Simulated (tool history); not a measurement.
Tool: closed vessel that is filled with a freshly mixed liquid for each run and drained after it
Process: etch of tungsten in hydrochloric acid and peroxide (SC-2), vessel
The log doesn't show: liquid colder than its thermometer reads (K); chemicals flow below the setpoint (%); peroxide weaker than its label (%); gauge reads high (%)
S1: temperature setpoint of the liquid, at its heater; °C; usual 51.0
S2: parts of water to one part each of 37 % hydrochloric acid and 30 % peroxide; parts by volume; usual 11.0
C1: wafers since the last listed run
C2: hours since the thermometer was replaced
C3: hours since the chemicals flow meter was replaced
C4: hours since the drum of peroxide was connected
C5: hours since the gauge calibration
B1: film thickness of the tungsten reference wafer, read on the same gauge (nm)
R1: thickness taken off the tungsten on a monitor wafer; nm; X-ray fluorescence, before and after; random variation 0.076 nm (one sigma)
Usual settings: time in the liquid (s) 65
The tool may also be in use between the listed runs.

Run 1, hour 0.0: usual settings but time in the liquid (s) 55; C1 0; C2 2610.2; C3 1500.4; C4 508.5; C5 33.0; B1 120.02. Result: R1 12.74 nm.
Run 2, hour 8.0: usual settings but time in the liquid (s) 55; C1 626; C2 2618.2; C3 1508.4; C4 516.5; C5 41.0; B1 120.01. Result: R1 12.69 nm.
Run 3, hour 20.9: usual settings but time in the liquid (s) 55; C1 1009; C2 2631.1; C3 1521.3; C4 529.4; C5 53.9; B1 119.97. Result: R1 12.70 nm.
Run 4, hour 28.3: usual settings; C1 579; C2 2638.5; C3 1528.7; C4 536.8; C5 61.3; B1 119.99. Result: R1 14.93 nm.
Run 5, hour 39.4: usual settings; C1 868; C2 2649.6; C3 1539.8; C4 547.9; C5 72.4; B1 120.03. Result: R1 14.93 nm.
Run 6, hour 47.9: usual settings; C1 665; C2 2658.1; C3 1548.3; C4 556.4; C5 80.9; B1 119.97. Result: R1 15.00 nm.
At hour 79.6: thermometer replaced.
At hour 81.1: gauge calibrated.
Run 7, hour 86.9: usual settings but S1 59.0 °C; C1 2973; C2 7.3; C3 1587.3; C4 595.4; C5 5.8; B1 120.03. Result: R1 24.89 nm.
Run 8, hour 100.0: usual settings; C1 1025; C2 20.4; C3 1600.4; C4 608.5; C5 18.9; B1 119.99. Result: R1 14.76 nm.
At hour 106.9: chemicals flow meter replaced.
Run 9, hour 107.4: usual settings but time in the liquid (s) 105; C1 500; C2 27.8; C3 0.5; C4 615.9; C5 26.3; B1 119.97. Result: R1 23.90 nm.
Run 10, hour 118.4: usual settings but S1 44.5 °C, S2 6.0 parts by volume, time in the liquid (s) 55; C1 860; C2 38.8; C3 11.5; C4 626.9; C5 37.3; B1 120.03. Result: R1 13.19 nm.
Run 11, hour 134.2: usual settings; C1 1236; C2 54.6; C3 27.3; C4 642.7; C5 53.1; B1 119.98. Result: R1 14.83 nm.
At hour 147.0: new drum of peroxide connected.
Run 12, hour 152.1: usual settings but S1 54.0 °C, time in the liquid (s) 105; C1 1322; C2 72.5; C3 45.2; C4 5.1; C5 71.0; B1 119.96. Result: R1 31.46 nm.
Run 13, hour 165.8: usual settings but S1 44.5 °C, S2 9.0 parts by volume, time in the liquid (s) 90; C1 1072; C2 86.2; C3 58.9; C4 18.8; C5 84.7; B1 120.00. Result: R1 16.86 nm.
Run 14, hour 179.9: usual settings but S1 41.5 °C, S2 8.0 parts by volume, time in the liquid (s) 80; C1 1103; C2 100.3; C3 73.0; C4 32.9; C5 98.8; B1 119.96. Result: R1 13.28 nm.
At hour 195.0: gauge calibrated.
Run 15, hour 197.1: usual settings but S1 60.0 °C; C1 1346; C2 117.5; C3 90.2; C4 50.1; C5 2.1; B1 120.00. Result: R1 28.07 nm.
Run 16, hour 214.4: usual settings but time in the liquid (s) 55; C1 1353; C2 134.8; C3 107.5; C4 67.4; C5 19.4; B1 120.05. Result: R1 13.28 nm.

How the hidden state differs across the entries between the runs, from the last listed run before each to the first after it:
Between runs 6 and 7: thermometer replaced (hour 79.6); gauge calibrated (hour 81.1)
  peroxide weaker than its label (%): 7.61 -> 8.06
  measured less the result without the state, R1: -1.14 -> -2.01 nm
Between runs 8 and 9: chemicals flow meter replaced (hour 106.9)
  peroxide weaker than its label (%): 8.2 -> 8.29
  measured less the result without the state, R1: -1.22 -> -2.00 nm
Between runs 11 and 12: new drum of peroxide connected (hour 147.0)
  peroxide weaker than its label (%): 8.59 -> 0.852
  measured less the result without the state, R1: -1.29 -> -0.25 nm
Between runs 14 and 15: gauge calibrated (hour 195.0)
  peroxide weaker than its label (%): 1.17 -> 1.37
  measured less the result without the state, R1: -0.14 -> -0.36 nm
